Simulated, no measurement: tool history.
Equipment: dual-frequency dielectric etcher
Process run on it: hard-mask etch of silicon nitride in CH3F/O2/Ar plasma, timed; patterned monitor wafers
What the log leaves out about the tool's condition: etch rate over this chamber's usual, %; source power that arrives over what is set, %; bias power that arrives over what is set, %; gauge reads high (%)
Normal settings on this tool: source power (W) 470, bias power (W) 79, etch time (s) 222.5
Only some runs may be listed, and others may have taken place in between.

run   hour  source power (W)  bias power (W)  etch time (s)  wafers since the last listed run  hours since the last wet clean  hours since the last source power generator calibration  hours since the last bias power generator calibration  hours since the last upper electrode change  hours since the gauge calibration  read-back reference wafer on the same gauge, depth_nm  mean etch depth across the wafer (nm)
  1      0               470              79          222.5                                 0                            75.3                                                   5006.3                                                 1127.4                                         2188                              453.7                                                  132.1                                  161.4
  2   25.4               470              79          222.5                               157                           100.7                                                   5031.7                                                 1152.8                                       2213.4                              479.1                                                    132                                  163.2
  3     51               450              79          222.5                               158                           126.3                                                   5057.3                                                 1178.4                                         2239                              504.7                                                  132.1                                  159.8
  4   68.1               450              79          222.5                               105                           143.4                                                   5074.4                                                 1195.5                                       2256.1                              521.8                                                    132                                  161.2
  5   83.4               470              67          222.5                                94                           158.7                                                   5089.7                                                 1210.8                                       2271.4                              537.1                                                  132.1                                  155.3
  6   95.7               470              67          222.5                                76                             171                                                     5102                                                 1223.1                                       2283.7                              549.4                                                  132.1                                  158.7
  7  127.9               470              67          222.5                               199                           203.2                                                   5134.2                                                 1255.3                                       2315.9                              581.6                                                    132                                  156.1
  8    158               470              88          222.5                               186                           233.3                                                   5164.3                                                 1285.4                                         2346                              611.7                                                  132.1                                  171.5
  9  185.3               470              79          222.5                               169                           260.6                                                   5191.6                                                 1312.7                                       2373.3                                639                                                    132                                  165.3
     216.1  -- upper electrode replaced
 10  216.6               470              71          222.5                                45                           291.9                                                   5222.9                                                   1344                                          0.5                              670.3                                                  132.1                                  160.6
 11  230.4               470              71          222.5                                85                           305.7                                                   5236.7                                                 1357.8                                         14.3                              684.1                                                  132.1                                  162.5
 12  249.9               470              79          222.5                               120                           325.2                                                   5256.2                                                 1377.3                                         33.8                              703.6                                                  131.9                                  169.4
 13  267.8               470              79          222.5                               110                           343.1                                                   5274.1                                                 1395.2                                         51.7                              721.5                                                  132.1                                  168.7
 14  299.4               470              79          222.5                               195                           374.7                                                   5305.7                                                 1426.8                                         83.3                              753.1                                                  131.9                                  167.5
 15  319.6               510              87          160.5                               125                           394.9                                                   5325.9                                                   1447                                        103.5                              773.3                                                  132.1                                  131.3
 16  340.9               470              71          263.5                               131                           416.2                                                   5347.2                                                 1468.3                                        124.8                              794.6                                                  132.1                                  195.4
     355.9  -- source power generator calibrated
     369.7  -- bias power generator calibrated
 17  372.6               390              61            192                               146                           447.9                                                     16.7                                                    2.9                                        156.5                              826.3                                                  131.9                                  124.5
 18  389.9               470              79          222.5                               107                           465.2                                                       34                                                   20.2                                        173.8                              843.6                                                  132.1                                  170.8

Expected results for the next run?
 19  413.6               440              79          183.5                               146                           488.9                                                     57.7                                                   43.9                                        197.5                              867.3                                                      ?                                      ?

read-back reference wafer on the same gauge, depth_nm: 132
mean etch depth across the wafer (nm): 137
With the hidden condition absent and the run-to-run variation left alone, this run would have shown mean etch depth across the wafer (nm) 131.9.

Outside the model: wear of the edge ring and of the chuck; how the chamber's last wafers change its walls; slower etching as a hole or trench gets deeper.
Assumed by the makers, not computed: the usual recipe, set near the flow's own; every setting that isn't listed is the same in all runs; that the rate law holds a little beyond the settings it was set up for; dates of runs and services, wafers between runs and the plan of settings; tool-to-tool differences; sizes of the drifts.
